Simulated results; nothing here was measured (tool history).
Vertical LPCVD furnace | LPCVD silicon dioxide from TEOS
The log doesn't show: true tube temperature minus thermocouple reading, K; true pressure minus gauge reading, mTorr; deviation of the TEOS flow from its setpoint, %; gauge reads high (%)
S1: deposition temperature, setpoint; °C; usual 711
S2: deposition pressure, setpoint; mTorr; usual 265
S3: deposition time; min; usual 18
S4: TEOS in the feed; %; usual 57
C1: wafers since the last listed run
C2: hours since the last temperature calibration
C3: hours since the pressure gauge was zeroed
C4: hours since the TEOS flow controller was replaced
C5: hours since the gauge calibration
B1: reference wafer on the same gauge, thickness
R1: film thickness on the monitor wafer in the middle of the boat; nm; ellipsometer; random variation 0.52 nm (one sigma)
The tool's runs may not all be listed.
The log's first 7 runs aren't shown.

{"run": 8, "day": 9.362, "S1": 711, "S2": 265, "S3": 15.5, "S4": 52, "C1": 729, "C2": 146.6, "C3": 1584.9, "C4": 2680.7, "C5": 919, "B1": 116.52, "R1": 119.08}
{"run": 9, "day": 10.412, "S1": 711, "S2": 265, "S3": 15.5, "S4": 52, "C1": 693, "C2": 171.8, "C3": 1610.1, "C4": 2705.9, "C5": 944.2, "B1": 116.57, "R1": 118.76}
{"run": 10, "day": 11.792, "S1": 703, "S2": 265, "S3": 18, "S4": 57, "C1": 911, "C2": 204.9, "C3": 1643.2, "C4": 2739, "C5": 977.3, "B1": 116.74, "R1": 120.08}
{"run": 11, "day": 12.383, "S1": 711, "S2": 265, "S3": 18, "S4": 57, "C1": 390, "C2": 219.1, "C3": 1657.4, "C4": 2753.2, "C5": 991.5, "B1": 116.52, "R1": 144.44}
{"run": 12, "day": 13.254, "S1": 711, "S2": 265, "S3": 18, "S4": 57, "C1": 575, "C2": 240, "C3": 1678.3, "C4": 2774.1, "C5": 1012.4, "B1": 116.46, "R1": 144.15}
{"day": 13.367, "done": "gauge calibrated"}
{"run": 13, "day": 13.871, "S1": 711, "S2": 265, "S3": 11.5, "S4": 57, "C1": 407, "C2": 254.8, "C3": 1693.1, "C4": 2788.9, "C5": 12.1, "B1": 113.01, "R1": 90.05}
{"run": 14, "day": 14.788, "S1": 711, "S2": 330, "S3": 24.5, "S4": 57, "C1": 605, "C2": 276.8, "C3": 1715.1, "C4": 2810.9, "C5": 34.1, "B1": 113.51, "R1": 214.54}
{"run": 15, "day": 15.654, "S1": 711, "S2": 265, "S3": 18, "S4": 57, "C1": 572, "C2": 297.6, "C3": 1735.9, "C4": 2831.7, "C5": 54.9, "B1": 113.51, "R1": 140.63}
{"run": 16, "day": 16.754, "S1": 711, "S2": 265, "S3": 18, "S4": 61, "C1": 726, "C2": 324, "C3": 1762.3, "C4": 2858.1, "C5": 81.3, "B1": 113.77, "R1": 145.89}
{"run": 17, "day": 17.308, "S1": 711, "S2": 265, "S3": 18, "S4": 57, "C1": 366, "C2": 337.3, "C3": 1775.6, "C4": 2871.4, "C5": 94.6, "B1": 113.83, "R1": 141.15}
{"run": 18, "day": 18.625, "S1": 711, "S2": 265, "S3": 18, "S4": 57, "C1": 869, "C2": 368.9, "C3": 1807.2, "C4": 2903, "C5": 126.2, "B1": 114.31, "R1": 141.18}
{"day": 20.338, "done": "TEOS flow controller replaced"}
{"run": 19, "day": 20.358, "S1": 722, "S2": 220, "S3": 22, "S4": 57, "C1": 484, "C2": 410.5, "C3": 1848.8, "C4": 0.5, "C5": 167.8, "B1": 114.53, "R1": 203.15}
{"run": 20, "day": 20.683, "S1": 706, "S2": 305, "S3": 21, "S4": 60, "C1": 214, "C2": 418.3, "C3": 1856.6, "C4": 8.3, "C5": 175.6, "B1": 114.56, "R1": 162.62}
{"run": 21, "day": 21.442, "S1": 701, "S2": 315, "S3": 18, "S4": 64, "C1": 501, "C2": 436.5, "C3": 1874.8, "C4": 26.5, "C5": 193.8, "B1": 114.59, "R1": 130.19}
{"day": 23.017, "done": "pressure gauge zeroed"}
{"run": 22, "day": 23.038, "S1": 708, "S2": 240, "S3": 18, "S4": 67, "C1": 393, "C2": 474.8, "C3": 0.5, "C4": 64.8, "C5": 232.1, "B1": 115.06, "R1": 137}
{"run": 23, "day": 23.175, "S1": 716, "S2": 210, "S3": 12, "S4": 52, "C1": 90, "C2": 478.1, "C3": 3.8, "C4": 68.1, "C5": 235.4, "B1": 114.82, "R1": 90.03}
{"run": 24, "day": 24.317, "S1": 711, "S2": 290, "S3": 18, "S4": 52, "C1": 754, "C2": 505.5, "C3": 31.2, "C4": 95.5, "C5": 262.8, "B1": 115.01, "R1": 142.78}
{"run": 25, "day": 25.596, "S1": 701, "S2": 315, "S3": 18, "S4": 64, "C1": 845, "C2": 536.2, "C3": 61.9, "C4": 126.2, "C5": 293.5, "B1": 115.15, "R1": 131.61}
{"run": 26, "day": 26.808, "S1": 711, "S2": 265, "S3": 11, "S4": 57, "C1": 801, "C2": 565.3, "C3": 91, "C4": 155.3, "C5": 322.6, "B1": 115.23, "R1": 88.01}
{"run": 27, "day": 27.812, "S1": 711, "S2": 265, "S3": 18, "S4": 57, "C1": 663, "C2": 589.4, "C3": 115.1, "C4": 179.4, "C5": 346.7, "B1": 115.21, "R1": 143.17}
{"run": 28, "day": 28.621, "S1": 700, "S2": 230, "S3": 18, "S4": 67, "C1": 534, "C2": 608.8, "C3": 134.5, "C4": 198.8, "C5": 366.1, "B1": 115.52, "R1": 112.41}
{"run": 29, "day": 29.538, "S1": 722, "S2": 305, "S3": 22.5, "S4": 50, "C1": 605, "C2": 630.8, "C3": 156.5, "C4": 220.8, "C5": 388.1, "B1": 115.37, "R1": 229.91}
{"run": 30, "day": 30.85, "S1": 711, "S2": 265, "S3": 18, "S4": 57, "C1": 867, "C2": 662.3, "C3": 188, "C4": 252.3, "C5": 419.6, "B1": 115.59, "R1": 143.93}
{"run": 31, "day": 32.108, "S1": 711, "S2": 265, "S3": 18, "S4": 57, "C1": 831, "C2": 692.5, "C3": 218.2, "C4": 282.5, "C5": 449.8, "B1": 115.52, "R1": 143.42}
{"run": 32, "day": 32.758, "S1": 711, "S2": 265, "S3": 15.5, "S4": 52, "C1": 429, "C2": 708.1, "C3": 233.8, "C4": 298.1, "C5": 465.4, "B1": 115.68, "R1": 118.07}

Forecast each of these 3 alternatives for the next run:
{"run": "A", "day": 32.9, "S1": 711, "S2": 265, "S3": 18, "S4": 57, "C1": 93, "C2": 711.5, "C3": 237.2, "C4": 301.5, "C5": 468.8, "B1": "?", "R1": "?"}
{"run": "B", "day": 32.9, "S1": 711, "S2": 265, "S3": 22, "S4": 57, "C1": 93, "C2": 711.5, "C3": 237.2, "C4": 301.5, "C5": 468.8, "B1": "?", "R1": "?"}
{"run": "C", "day": 32.9, "S1": 707, "S2": 265, "S3": 21, "S4": 50, "C1": 93, "C2": 711.5, "C3": 237.2, "C4": 301.5, "C5": 468.8, "B1": "?", "R1": "?"}

run=A B1=115.88 R1=143.79
run=B B1=115.88 R1=175.74
run=C B1=115.88 R1=143.41
Without the tool's hidden state the same runs would have given:
run=A R1=140.38
run=B R1=171.57
run=C R1=140
